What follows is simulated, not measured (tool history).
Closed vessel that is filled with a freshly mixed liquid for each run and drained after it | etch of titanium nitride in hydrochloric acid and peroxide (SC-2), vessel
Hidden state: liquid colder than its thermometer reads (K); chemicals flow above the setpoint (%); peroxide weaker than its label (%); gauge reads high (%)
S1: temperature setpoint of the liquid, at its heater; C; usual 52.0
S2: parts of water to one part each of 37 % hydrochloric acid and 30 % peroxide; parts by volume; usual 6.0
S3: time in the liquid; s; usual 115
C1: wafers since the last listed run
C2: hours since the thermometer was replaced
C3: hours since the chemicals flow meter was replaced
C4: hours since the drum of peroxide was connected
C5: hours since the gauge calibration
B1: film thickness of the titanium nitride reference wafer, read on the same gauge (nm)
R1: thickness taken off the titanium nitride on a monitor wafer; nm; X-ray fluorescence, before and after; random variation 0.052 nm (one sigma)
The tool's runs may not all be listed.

run    hour    S1   S2   S3     C1      C2      C3      C4      C5     B1     R1
  1     0.0  52.0  6.0  115      0   548.6  1098.4  1041.0   764.3  50.02   9.38
  2    49.8  52.0  6.0  115   4460   598.4  1148.2  1090.8   814.1  50.01   9.33
      101.3  -- new drum of peroxide connected
  3   133.1  52.0  6.0  115   7371   681.7  1231.5    31.8   897.4  50.03   9.71
  4   188.2  52.0  6.0  115   4935   736.8  1286.6    86.9   952.5  50.02   9.68
  5   296.2  57.0  4.0  115   9673   844.8  1394.6   194.9  1060.5  50.00  17.76
      322.2  -- chemicals flow meter replaced
  6   576.3  57.0  4.0  115  24998  1124.9   254.1   475.0  1340.6  50.00  17.49
  7   649.8  52.0  5.0  115   6583  1198.4   327.6   548.5  1414.1  50.02  10.93
  8   693.0  44.0  8.0  115   3869  1241.6   370.8   591.7  1457.3  49.99   4.41
  9   787.5  52.0  6.0  115   8464  1336.1   465.3   686.2  1551.8  50.01   9.53
 10   837.4  52.0  6.0  115   4469  1386.0   515.2   736.1  1601.7  50.00   9.40
 11   907.4  52.0  6.0  115   6269  1456.0   585.2   806.1  1671.7  50.01   9.41
 12   954.6  52.0  6.0  115   4227  1503.2   632.4   853.3  1718.9  50.00   9.38
 13  1061.1  45.0  7.0  165   9539  1609.7   738.9   959.8  1825.4  49.99   7.50
 14  1100.3  60.5  8.5  170   3511  1648.9   778.1   999.0  1864.6  49.99  18.20
     1298.4  -- new drum of peroxide connected
 15  1415.5  45.5  6.0   90  28142  1964.1  1093.3   117.1  2179.8  49.98   4.89
     1417.3  -- thermometer replaced
 16  1478.1  52.0  4.0  115   5517    60.8  1155.9   179.7  2242.4  49.99  12.85
     1523.6  -- chemicals flow meter replaced
     1710.6  -- gauge calibrated
 17  1759.9  59.0  6.0  180  25150   342.6   236.3   461.5    49.3  50.01  23.43
 18  1833.2  52.0  6.0  115   6565   415.9   309.6   534.8   122.6  50.00   9.52
 19  1914.0  46.5  7.0  115   7237   496.7   390.4   615.6   203.4  50.00   5.79
 20  1958.8  48.5  7.0  145   4012   541.5   435.2   660.4   248.2  50.01   8.30
 21  2018.5  45.5  4.5  115   5347   601.2   494.9   720.1   307.9  49.98   7.55
 22  2237.0  52.0  6.0  115  19570   819.7   713.4   938.6   526.4  49.99   9.28

Forecast each of these 5 alternatives for the next run:
  A  2237.7  54.5  6.0  115  62  820.4  714.1  939.3  527.1   ?   ?
  B  2237.7  57.0  4.5  115  62  820.4  714.1  939.3  527.1   ?   ?
  C  2237.7  52.0  9.0  170  62  820.4  714.1  939.3  527.1   ?   ?
  D  2237.7  44.5  5.0  115  62  820.4  714.1  939.3  527.1   ?   ?
  E  2237.7  52.0  9.0  115  62  820.4  714.1  939.3  527.1   ?   ?

run     B1     R1
  A  50.01  11.02
  B  50.01  15.95
  C  50.01  10.04
  D  50.01   6.45
  E  50.01   6.79
Without the tool's hidden state the same runs would have given:
run     R1
  A  11.50
  B  16.63
  C  10.50
  D   6.73
  E   7.10
